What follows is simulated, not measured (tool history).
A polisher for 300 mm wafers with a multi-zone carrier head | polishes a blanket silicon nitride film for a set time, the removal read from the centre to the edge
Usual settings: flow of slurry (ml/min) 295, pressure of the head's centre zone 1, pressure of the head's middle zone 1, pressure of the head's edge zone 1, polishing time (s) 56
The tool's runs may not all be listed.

run   hour  flow of slurry (ml/min)  pressure of the head's centre zone  pressure of the head's middle zone  pressure of the head's edge zone  polishing time (s)  wafers since the last listed run  wafers polished on this pad  hours since the slurry nozzle was cleaned  hours since the centre zone pressure was calibrated  hours since the edge zone pressure was calibrated  hours since the carrier head's membrane was replaced  incoming thickness of the incoming film, nm  film removed at the wafer's centre (angstrom)  film removed at mid-radius (angstrom)  film removed at the wafer's edge (angstrom)
  1      0                      295                                   1                                   1                                 1                  56                                 0                          742                                      781.1                                                417.5                                             1336.3                                                1197.2                                        402.5                                           1212                                   1228                                         1155
  2   31.3                      370                                   1                                   1                                 1                  56                               297                         1040                                      812.4                                                448.8                                             1367.6                                                1228.5                                        402.3                                           1235                                   1254                                         1187
  3     51                      295                                   1                                   1                                 1                  72                               187                         1227                                      832.1                                                468.5                                             1387.3                                                1248.2                                        405.6                                           1564                                   1516                                         1491
      70.9  -- worn pad replaced by a new one
  4   72.6                      295                                   1                                   1                                 1                  72                               167                           16                                      853.7                                                490.1                                             1408.9                                                1269.8                                        402.1                                           1562                                   1577                                         1525
      78.9  -- carrier head's membrane replaced by a new one
  5   91.6                      295                                0.97                                   1                              0.92                  56                               133                          149                                      872.7                                                509.1                                             1427.9                                                  12.7                                        397.6                                           1186                                   1189                                         1131
  6  119.8                      295                                0.97                                   1                              0.92                  56                               268                          417                                      900.9                                                537.3                                             1456.1                                                  40.9                                        401.5                                           1179                                   1211                                         1140
  7  136.8                      295                                   1                                   1                                 1                  56                               161                          579                                      917.9                                                554.3                                             1473.1                                                  57.9                                        400.7                                           1224                                   1172                                         1172
     151.4  -- slurry nozzle cleaned
     153.6  -- edge zone pressure recalibrated
  8  167.2                      265                                1.08                                   1                              0.93                  65                               260                          840                                       15.8                                                584.7                                               13.6                                                  88.3                                        394.4                                           1598                                   1441                                         1331
  9  180.3                      265                                1.08                                   1                              0.93                  65                               124                          964                                       28.9                                                597.8                                               26.7                                                 101.4                                        393.7                                           1566                                   1421                                         1339
       229  -- worn pad replaced by a new one, of another model than before
 10  287.1                      355                                   1                                0.91                                 1                  74                               978                          552                                      135.7                                                704.6                                              133.5                                                 208.2                                        397.1                                           1662                                   1507                                         1605
 11  321.8                      295                                   1                                1.12                              0.96                  56                               330                          883                                      170.4                                                739.3                                              168.2                                                 242.9                                        406.2                                           1243                                   1326                                         1159
 12  346.5                      295                                 0.9                                 1.1                                 1                  43                               234                         1118                                      195.1                                                  764                                              192.9                                                 267.6                                        405.1                                            850                                   1006                                          920
 13  371.2                      390                                0.94                                   1                                 1                  74                               234                         1353                                      219.8                                                788.7                                              217.6                                                 292.3                                        394.9                                           1568                                   1578                                         1552
     403.5  -- worn pad replaced by a new one
     405.1  -- centre zone pressure recalibrated
 14  439.1                      370                                   1                                   1                                 1                  62                               592                          323                                      287.7                                                   34                                              285.5                                                 360.2                                          401                                           1366                                   1365                                         1322
 15  463.6                      295                                0.91                                   1                              0.94                  56                               233                          556                                      312.2                                                 58.5                                                310                                                 384.7                                        402.2                                           1098                                   1168                                         1153
 16  494.5                      295                                   1                                   1                                 1                  56                               293                          850                                      343.1                                                 89.4                                              340.9                                                 415.6                                        403.4                                           1228                                   1174                                         1169
 17  529.2                      350                                 1.1                                   1                                 1                  51                               330                         1180                                      377.8                                                124.1                                              375.6                                                 450.3                                          394                                           1245                                   1082                                         1074
 18  543.5                      295                                   1                                0.96                                 1                  64                               136                         1316                                      392.1                                                138.4                                              389.9                                                 464.6                                        403.6                                           1395                                   1321                                         1340
     568.6  -- worn pad replaced by a new one
 19  570.3                      295                                   1                                   1                                 1                  56                               216                           16                                      418.9                                                165.2                                              416.7                                                 491.4                                        401.8                                           1210                                   1175                                         1184
 20  596.5                      340                                   1                                0.88                              0.96                  66                               249                          265                                      445.1                                                191.4                                              442.9                                                 517.6                                        391.8                                           1429                                   1260                                         1347
 21  622.2                      295                                   1                                   1                                 1                  56                               244                          509                                      470.8                                                217.1                                              468.6                                                 543.3                                        403.8                                           1207                                   1170                                         1162

Forecast each of these 5 alternatives for the next run:
  A  622.6                      295                                   1                                   1                                 1                  56                                 3                          513                                      471.2                                                217.5                                                469                                                 543.7                                        404.2                                              ?                                      ?                                            ?
  B  622.6                      295                                   1                                   1                                 1                  66                                 3                          513                                      471.2                                                217.5                                                469                                                 543.7                                        404.2                                              ?                                      ?                                            ?
  C  622.6                      295                                1.09                                   1                                 1                  56                                 3                          513                                      471.2                                                217.5                                                469                                                 543.7                                        404.2                                              ?                                      ?                                            ?
  D  622.6                      295                                0.96                                   1                              0.91                  75                                 3                          513                                      471.2                                                217.5                                                469                                                 543.7                                        404.2                                              ?                                      ?                                            ?
  E  622.6                      295                                0.96                                   1                                 1                  56                                 3                          513                                      471.2                                                217.5                                                469                                                 543.7                                        404.2                                              ?                                      ?                                            ?

run  film removed at the wafer's centre (angstrom)  film removed at mid-radius (angstrom)  film removed at the wafer's edge (angstrom)
  A                                           1213                                   1190                                         1146
  B                                           1429                                   1403                                         1351
  C                                           1323                                   1190                                         1146
  D                                           1559                                   1595                                         1468
  E                                           1164                                   1191                                         1146
Without the tool's hidden state the same runs would have given:
run  film removed at the wafer's centre (angstrom)  film removed at mid-radius (angstrom)  film removed at the wafer's edge (angstrom)
  A                                           1265                                   1237                                         1180
  B                                           1491                                   1458                                         1391
  C                                           1380                                   1236                                         1180
  D                                           1626                                   1657                                         1511
  E                                           1214                                   1237                                         1180

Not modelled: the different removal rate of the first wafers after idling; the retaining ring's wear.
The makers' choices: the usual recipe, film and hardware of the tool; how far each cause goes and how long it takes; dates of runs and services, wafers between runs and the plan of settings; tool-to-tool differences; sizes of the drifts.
